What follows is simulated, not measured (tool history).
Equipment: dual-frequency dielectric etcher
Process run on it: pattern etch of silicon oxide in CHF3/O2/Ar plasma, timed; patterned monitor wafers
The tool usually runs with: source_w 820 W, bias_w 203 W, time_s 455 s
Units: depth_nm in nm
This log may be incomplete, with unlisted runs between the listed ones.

| run | hour | source_w | bias_w | time_s | read-back reference wafer on the same gauge, depth_nm | depth_nm |
|---|---|---|---|---|---|---|
| 1 | 0 | 820 | 203 | 455 | 891.2 | 981.3 |
| 2 | 13.3 | 820 | 203 | 455 | 890.4 | 979.3 |
| 3 | 25.7 | 820 | 219 | 455 | 890.8 | 1012.7 |
| 4 | 37.7 | 820 | 219 | 455 | 888.6 | 1018.5 |
| 5 | 49.7 | 820 | 219 | 455 | 892.9 | 1019.5 |
| 6 | 66.8 | 820 | 203 | 455 | 889.2 | 968.9 |
| 7 | 78.3 | 820 | 203 | 455 | 888.7 | 967.3 |
| 8 | 92.5 | 820 | 203 | 455 | 890.6 | 977.6 |
| 9 | 117.3 | 820 | 203 | 455 | 889.9 | 942.9 |
| 10 | 120.1 | 820 | 203 | 455 | 888.2 | 939.4 |
| 11 | 129.7 | 820 | 203 | 455 | 891.4 | 941.6 |
| 12 | 144 | 940 | 203 | 394 | 892.1 | 854.9 |
| 13 | 176.9 | 820 | 163 | 420.5 | 890.1 | 830.3 |
| 14 | 177.4 | 820 | 219 | 455 | 891.2 | 1035.5 |
| 15 | 177.8 | 870 | 183 | 455 | 888.9 | 980.7 |
| 16 | 187 | 820 | 245 | 455 | 893 | 1115.3 |
| 17 | 203.8 | 820 | 219 | 455 | 887.5 | 1045.6 |
| 18 | 231.3 | 1010 | 203 | 374.5 | 888.8 | 883.6 |
| 19 | 231.8 | 1010 | 247 | 548 | 890.2 | 1444.3 |
| 20 | 252.8 | 820 | 203 | 455 | 889 | 992.6 |
| 21 | 263.2 | 820 | 161 | 326.5 | 888.4 | 632.7 |
| 22 | 273.2 | 750 | 177 | 565 | 891.7 | 1115.6 |
| 23 | 290.8 | 820 | 219 | 489.5 | 889.1 | 1113.8 |
| 24 | 307.1 | 930 | 203 | 455 | 890.3 | 1039.4 |

Not shown here: 6 entries made in the log between runs. Locate each between two listed runs and compare the hidden state at the listed run before it with the hidden state at the listed run after it:
Run 8 -> run 9: wet clean of the chamber (hour 116.8)
  etch rate over this chamber's usual, %: -3.52 -> -6.46
  the result without the hidden state subtracted from the measured one, depth_nm: -35.6 -> -65.1 nm
Run 12 -> run 13: source power generator calibrated (hour 165.3); wet clean of the chamber, repeated, since the last time left the tool worse (hour 176.4)
  etch rate over this chamber's usual, %: -6.66 -> -0.145
  the result without the hidden state subtracted from the measured one, depth_nm: -61 -> -1.2 nm
Run 16 -> run 17: bias power generator calibrated (hour 198.4)
  etch rate over this chamber's usual, %: -0.219 -> -0.344
  the result without the hidden state subtracted from the measured one, depth_nm: -2.5 -> -3.7 nm
Run 17 -> run 18: gauge calibrated (hour 209.1); upper electrode replaced (hour 230.8)
  etch rate over this chamber's usual, %: -0.344 -> -0.548
  the result without the hidden state subtracted from the measured one, depth_nm: -3.7 -> -4.8 nm
